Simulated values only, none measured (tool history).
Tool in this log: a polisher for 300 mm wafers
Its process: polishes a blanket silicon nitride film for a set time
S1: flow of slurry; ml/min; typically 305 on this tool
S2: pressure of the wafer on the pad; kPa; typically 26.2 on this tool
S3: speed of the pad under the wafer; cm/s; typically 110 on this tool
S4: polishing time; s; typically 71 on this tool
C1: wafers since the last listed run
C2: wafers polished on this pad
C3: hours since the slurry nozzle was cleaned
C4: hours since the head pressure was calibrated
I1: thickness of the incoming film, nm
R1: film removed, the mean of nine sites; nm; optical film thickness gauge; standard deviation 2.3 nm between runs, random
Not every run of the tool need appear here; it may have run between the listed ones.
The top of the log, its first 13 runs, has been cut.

run,day,S1,S2,S3,S4,C1,C2,C3,C4,I1,R1
# day 41.717: worn pad replaced by a new one
14,42.200,360,32.4,110,71,804,127,575.1,642.1,414.4,206.8
# day 44.079: slurry nozzle cleaned
15,45.283,305,26.2,110,71,804,931,28.9,716.1,414.0,160.3
16,49.504,305,26.2,110,71,1115,2046,130.2,817.4,418.2,155.2
17,53.767,305,32.4,110,71,1126,3173,232.5,919.7,408.3,185.1
18,55.896,255,26.2,100,71,562,3736,283.6,970.8,412.7,138.7
19,57.829,340,31.0,110,48,511,4247,330.0,1017.2,412.2,121.7
# day 59.083: head pressure recalibrated
20,61.317,305,26.2,110,71,899,5147,413.7,53.6,405.7,144.8
21,63.983,390,26.2,110,71,704,5852,477.7,117.6,418.8,149.6
# day 66.829: worn pad replaced by a new one
22,68.200,400,31.7,98,93,1070,362,578.9,218.8,403.5,231.4
23,70.225,305,29.6,76,71,535,897,627.5,267.4,416.5,136.4
24,72.342,330,31.7,110,71,559,1457,678.3,318.2,413.8,186.4
# day 73.617: slurry nozzle cleaned
25,83.200,305,26.2,110,71,2859,4316,230.0,578.8,411.6,149.1
26,84.900,305,18.6,110,71,449,4765,270.8,619.6,411.4,108.4
27,88.762,305,26.2,110,71,1020,5786,363.5,712.3,417.4,148.9
# day 90.479: worn pad replaced by a new one
# day 98.433: head pressure recalibrated
28,100.321,385,26.2,110,96,2989,2579,640.9,45.3,407.9,202.7
29,104.217,305,26.2,134,71,1029,3609,734.4,138.8,410.8,171.0
# day 104.329: slurry nozzle cleaned
30,107.350,230,26.2,110,54,817,4426,72.5,214.0,407.7,105.3
31,110.238,250,19.3,74,79,763,5190,141.8,283.3,409.7,90.2

Forecast run 32:
# day 111.842: worn pad replaced by a new one
32,118.125,305,29.6,88,71,2040,1660,331.1,472.6,409.0,?

Run 32 yielded R1 143.0 nm.
Were there no unlogged condition in the tool, this run, its random variation unchanged, would have produced R1 154.1 nm.
